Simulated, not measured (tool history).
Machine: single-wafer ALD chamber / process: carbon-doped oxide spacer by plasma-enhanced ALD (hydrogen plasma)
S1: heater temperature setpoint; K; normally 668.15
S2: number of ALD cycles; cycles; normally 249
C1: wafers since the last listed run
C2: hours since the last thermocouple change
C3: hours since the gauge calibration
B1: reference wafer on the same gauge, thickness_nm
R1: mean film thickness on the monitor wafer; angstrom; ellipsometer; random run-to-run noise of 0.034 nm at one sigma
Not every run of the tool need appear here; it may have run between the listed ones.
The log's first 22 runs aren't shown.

run     day      S1   S2  C1     C2     C3      B1      R1
 23  26.429  681.15  296  27  270.4  489.4  11.313  157.21
 24  27.404  654.15  229  23  293.8  512.8  11.300  125.74
 25  27.983  668.15  281  13  307.7  526.7  11.307  153.84
 26  29.046  678.15  271  25  333.2  552.2  11.298  146.78
 27  29.746  668.15  227  16  350.0  569.0  11.296  124.05
 28  30.296  674.15  249  13  363.2  582.2  11.298  135.82
     30.458  -- gauge calibrated
 29  31.754  660.15  262  35  398.2   31.1  11.309  142.83
 30  32.279  661.15  213  12  410.8   43.7  11.292  116.50
 31  35.742  668.15  278  83  493.9  126.8  11.297  152.22
 32  36.300  657.15  249  13  507.3  140.2  11.302  136.03
 33  37.700  668.15  249  33  540.9  173.8  11.302  135.71
 34  38.958  668.15  249  30  571.1  204.0  11.295  136.33
 35  40.388  674.15  221  34  605.4  238.3  11.302  120.31
 36  41.112  668.15  249  17  622.8  255.7  11.296  136.16
 37  42.471  679.15  279  32  655.4  288.3  11.306  149.70

Branching from run 37: 4 alternative next runs. What would each branch give?
  A  42.504  668.15  249   0  656.2  289.1   ?   ?
  B  42.504  668.15  279   0  656.2  289.1   ?   ?
  C  42.504  668.15  230   0  656.2  289.1   ?   ?
  D  42.504  661.15  287   0  656.2  289.1   ?   ?

run      B1      R1
  A  11.302  136.20
  B  11.302  152.61
  C  11.302  125.81
  D  11.302  156.99
Stripped of hidden state, with their random variation kept, the same runs would have yielded:
run      R1
  A  136.20
  B  152.61
  C  125.81
  D  156.99
